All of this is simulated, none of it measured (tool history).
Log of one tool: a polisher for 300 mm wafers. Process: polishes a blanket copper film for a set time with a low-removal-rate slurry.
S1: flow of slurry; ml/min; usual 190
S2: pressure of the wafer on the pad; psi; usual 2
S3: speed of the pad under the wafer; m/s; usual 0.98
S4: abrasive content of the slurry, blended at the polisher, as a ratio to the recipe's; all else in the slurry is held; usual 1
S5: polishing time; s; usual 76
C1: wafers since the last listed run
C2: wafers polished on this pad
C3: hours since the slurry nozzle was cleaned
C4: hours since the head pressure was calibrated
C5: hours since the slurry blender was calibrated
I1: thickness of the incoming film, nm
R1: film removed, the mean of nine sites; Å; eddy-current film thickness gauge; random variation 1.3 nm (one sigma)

| run | hour | S1 | S2 | S3 | S4 | S5 | C1 | C2 | C3 | C4 | C5 | I1 | R1 |
|---|---|---|---|---|---|---|---|---|---|---|---|---|---|
| 1 | 0 | 190 | 2 | 0.98 | 1 | 76 | 0 | 1239 | 331.7 | 162.4 | 211.1 | 1370.7 | 1188 |
| 2 | 25.7 | 190 | 2 | 0.98 | 1 | 76 | 225 | 1464 | 357.4 | 188.1 | 236.8 | 1391.6 | 1161 |
| 3 | 86.7 | 190 | 2 | 0.98 | 1 | 62 | 534 | 1998 | 418.4 | 249.1 | 297.8 | 1348 | 879 |
|  | 99.5 | worn pad replaced by a new one |
|  | 112.2 | slurry nozzle cleaned |
| 4 | 141.7 | 190 | 2 | 0.98 | 1 | 62 | 438 | 361 | 29.5 | 304.1 | 352.8 | 1399.4 | 1030 |
| 5 | 173 | 190 | 2 | 0.98 | 1 | 76 | 274 | 635 | 60.8 | 335.4 | 384.1 | 1377.4 | 1284 |
| 6 | 221 | 205 | 2 | 0.98 | 1 | 76 | 420 | 1055 | 108.8 | 383.4 | 432.1 | 1370.5 | 1274 |
|  | 235.1 | slurry blender recalibrated |
| 7 | 274.5 | 205 | 2 | 0.98 | 1 | 76 | 451 | 1507 | 162.3 | 436.9 | 39.4 | 1382.7 | 1258 |
|  | 286 | head pressure recalibrated |
| 8 | 333.8 | 205 | 2 | 0.98 | 1 | 76 | 502 | 2009 | 221.6 | 47.8 | 98.7 | 1394.5 | 1255 |
|  | 400.9 | worn pad replaced by a new one |
| 9 | 405 | 190 | 2 | 0.8 | 1 | 76 | 588 | 35 | 292.8 | 119 | 169.9 | 1392.5 | 1042 |
| 10 | 459.2 | 190 | 2 | 0.8 | 1 | 76 | 474 | 510 | 347 | 173.2 | 224.1 | 1361.6 | 1012 |
|  | 507.5 | slurry nozzle cleaned |
| 11 | 526.6 | 190 | 2 | 0.8 | 1 | 76 | 581 | 1092 | 19.1 | 240.6 | 291.5 | 1359.2 | 1107 |
| 12 | 590.9 | 190 | 2 | 0.98 | 1 | 76 | 563 | 1656 | 83.4 | 304.9 | 355.8 | 1384.6 | 1289 |
|  | 633.2 | slurry blender recalibrated |
| 13 | 633.7 | 190 | 1.8 | 1.22 | 1 | 100 | 357 | 2013 | 126.2 | 347.7 | 0.5 | 1373.5 | 1798 |
|  | 665.1 | head pressure recalibrated |
|  | 685 | worn pad replaced by a new one |
| 14 | 688.1 | 230 | 2.5 | 0.84 | 0.9 | 76 | 424 | 27 | 180.6 | 23 | 54.9 | 1375 | 1423 |
| 15 | 751.7 | 190 | 2 | 0.98 | 1 | 76 | 557 | 584 | 244.2 | 86.6 | 118.5 | 1392.5 | 1247 |
| 16 | 816.1 | 190 | 2 | 0.98 | 1 | 62 | 564 | 1149 | 308.6 | 151 | 182.9 | 1373.4 | 993 |
| 17 | 878.6 | 190 | 2 | 0.98 | 1 | 76 | 547 | 1696 | 371.1 | 213.5 | 245.4 | 1364.9 | 1167 |
| 18 | 914.6 | 190 | 2 | 0.82 | 0.8 | 76 | 315 | 2012 | 407.1 | 249.5 | 281.4 | 1391.9 | 935 |
|  | 938.8 | slurry nozzle cleaned |
| 19 | 946.9 | 250 | 2 | 1.28 | 1 | 76 | 274 | 2286 | 8.1 | 281.8 | 313.7 | 1374.7 | 1622 |
|  | 964.7 | worn pad replaced by a new one |
| 20 | 1018 | 190 | 2.3 | 0.74 | 1.1 | 76 | 588 | 466 | 79.2 | 352.9 | 384.8 | 1372.1 | 1221 |
|  | 1028 | slurry blender recalibrated |
|  | 1079.6 | head pressure recalibrated |
| 21 | 1080.1 | 240 | 1.3 | 0.98 | 1 | 76 | 509 | 975 | 141.3 | 0.5 | 52.1 | 1375.9 | 850 |
| 22 | 1127.5 | 245 | 1.8 | 1.3 | 1.25 | 76 | 415 | 1391 | 188.7 | 47.9 | 99.5 | 1399.2 | 1551 |
| 23 | 1176.9 | 190 | 2 | 0.98 | 1 | 76 | 432 | 1824 | 238.1 | 97.3 | 148.9 | 1375.7 | 1230 |
|  | 1228.7 | worn pad replaced by a new one |
| 24 | 1248.6 | 150 | 2 | 0.98 | 1.2 | 85 | 593 | 174 | 309.8 | 169 | 220.6 | 1366.2 | 1319 |
| 25 | 1314.8 | 135 | 2 | 0.7 | 1.15 | 90 | 580 | 754 | 376 | 235.2 | 286.8 | 1374.1 | 999 |

3 ways to go on from here, each from the tool as it stands after run 25. What would each give?
| A | 1315.2 | 190 | 2 | 0.98 | 1 | 76 | 3 | 758 | 376.4 | 235.6 | 287.2 | 1374.3 | ? |
| B | 1315.2 | 135 | 2 | 1.2 | 1 | 50 | 3 | 758 | 376.4 | 235.6 | 287.2 | 1374.3 | ? |
| C | 1315.2 | 225 | 2 | 0.98 | 1 | 76 | 3 | 758 | 376.4 | 235.6 | 287.2 | 1374.3 | ? |

| run | R1 |
|---|---|
| A | 1162 |
| B | 802 |
| C | 1211 |
Without the tool's hidden state the same runs would have given:
| run | R1 |
|---|---|
| A | 1300 |
| B | 939 |
| C | 1330 |
